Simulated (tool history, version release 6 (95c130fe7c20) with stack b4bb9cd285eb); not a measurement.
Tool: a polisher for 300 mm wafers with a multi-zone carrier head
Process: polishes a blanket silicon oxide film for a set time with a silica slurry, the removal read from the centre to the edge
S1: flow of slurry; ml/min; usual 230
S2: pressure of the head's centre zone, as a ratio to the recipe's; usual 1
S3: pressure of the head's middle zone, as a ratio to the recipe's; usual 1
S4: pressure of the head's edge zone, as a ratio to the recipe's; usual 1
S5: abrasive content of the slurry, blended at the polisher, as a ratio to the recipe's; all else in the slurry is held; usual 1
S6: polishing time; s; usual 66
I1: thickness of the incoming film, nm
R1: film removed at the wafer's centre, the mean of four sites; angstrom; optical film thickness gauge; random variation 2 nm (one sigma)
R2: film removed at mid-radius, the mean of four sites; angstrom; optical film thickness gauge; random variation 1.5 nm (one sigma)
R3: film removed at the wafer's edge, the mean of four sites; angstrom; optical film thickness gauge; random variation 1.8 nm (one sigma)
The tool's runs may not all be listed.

Run 1, day 0: usual settings but S2 0.97; I1 1523.2. Result: R1 1350 angstrom, R2 1344 angstrom, R3 1377 angstrom.
Run 2, day 0.3: usual settings but S2 0.97; I1 1490.6. Result: R1 1308 angstrom, R2 1321 angstrom, R3 1333 angstrom.
At day 0.704: worn pad replaced by a new one.
Run 3, day 1.062: usual settings; I1 1489. Result: R1 1433 angstrom, R2 1388 angstrom, R3 1405 angstrom.
At day 1.788: carrier head's membrane replaced by a new one.
Run 4, day 1.808: usual settings; I1 1480. Result: R1 1458 angstrom, R2 1382 angstrom, R3 1393 angstrom.
At day 2.388: edge zone pressure recalibrated.
Run 5, day 2.408: usual settings; I1 1517.1. Result: R1 1396 angstrom, R2 1382 angstrom, R3 1384 angstrom.
At day 2.617: slurry nozzle cleaned.
Run 6, day 2.688: usual settings but S5 0.85; I1 1519.4. Result: R1 1296 angstrom, R2 1274 angstrom, R3 1276 angstrom.
Run 7, day 3.033: usual settings but S6 87 s; I1 1521.7. Result: R1 1801 angstrom, R2 1759 angstrom, R3 1807 angstrom.
Run 8, day 3.546: usual settings; I1 1492.6. Result: R1 1381 angstrom, R2 1326 angstrom, R3 1373 angstrom.
Run 9, day 3.95: usual settings but S3 1.09, S5 1.1, S6 74 s; I1 1518.9. Result: R1 1538 angstrom, R2 1627 angstrom, R3 1537 angstrom.
At day 4.229: worn pad replaced by a new one.
Run 10, day 4.35: usual settings; I1 1499.8. Result: R1 1476 angstrom, R2 1401 angstrom, R3 1415 angstrom.
Run 11, day 4.688: usual settings but S3 0.94, S4 0.93, S5 1.2; I1 1489.7. Result: R1 1530 angstrom, R2 1451 angstrom, R3 1508 angstrom.
Run 12, day 5.217: usual settings but S3 1.06, S4 1.06, S5 0.85; I1 1485. Result: R1 1332 angstrom, R2 1362 angstrom, R3 1347 angstrom.
Run 13, day 5.562: usual settings but S2 0.9, S3 1.06, S5 1.25, S6 73 s; I1 1523.4. Result: R1 1546 angstrom, R2 1751 angstrom, R3 1691 angstrom.
Run 14, day 5.925: usual settings but S5 0.85, S6 85 s; I1 1510.5. Result: R1 1719 angstrom, R2 1682 angstrom, R3 1704 angstrom.
Run 15, day 7.496: usual settings; I1 1490. Result: R1 1353 angstrom, R2 1327 angstrom, R3 1338 angstrom.
At day 8.179: centre zone pressure recalibrated.
Run 16, day 8.2: usual settings but S3 0.96, S5 0.9; I1 1498.1. Result: R1 1258 angstrom, R2 1222 angstrom, R3 1277 angstrom.
At day 8.696: worn pad replaced by a new one.
Run 17, day 8.867: usual settings but S3 1.04; I1 1517.9. Result: R1 1428 angstrom, R2 1414 angstrom, R3 1390 angstrom.
Run 18, day 9.367: usual settings; I1 1515. Result: R1 1424 angstrom, R2 1392 angstrom, R3 1401 angstrom.
Run 19, day 9.892: usual settings; I1 1496.6. Result: R1 1465 angstrom, R2 1394 angstrom, R3 1439 angstrom.
Run 20, day 10.483: usual settings but S5 0.8; I1 1495. Result: R1 1303 angstrom, R2 1250 angstrom, R3 1250 angstrom.
Run 21, day 11.192: usual settings; I1 1475.1. Result: R1 1389 angstrom, R2 1354 angstrom, R3 1342 angstrom.
Run 22, day 11.542: usual settings but S1 260 ml/min; I1 1515.7. Result: R1 1425 angstrom, R2 1346 angstrom, R3 1358 angstrom.

3 ways to go on from here, each from the tool as it stands after run 22. What would each give?
Run A, day 11.558: usual settings; I1 1489. Result: R1 ?, R2 ?, R3 ?.
Run B, day 11.558: usual settings but S1 155 ml/min, S4 0.96, S5 1.2, S6 73 s; I1 1489. Result: R1 ?, R2 ?, R3 ?.
Run C, day 11.558: usual settings but S4 1.05; I1 1489. Result: R1 ?, R2 ?, R3 ?.

run    R1    R2    R3
  A  1367  1347  1343
  B  1552  1536  1529
  C  1367  1347  1365
Without the tool's hidden state the same runs would have given:
run    R1    R2    R3
  A  1433  1412  1409
  B  1627  1611  1603
  C  1433  1412  1431

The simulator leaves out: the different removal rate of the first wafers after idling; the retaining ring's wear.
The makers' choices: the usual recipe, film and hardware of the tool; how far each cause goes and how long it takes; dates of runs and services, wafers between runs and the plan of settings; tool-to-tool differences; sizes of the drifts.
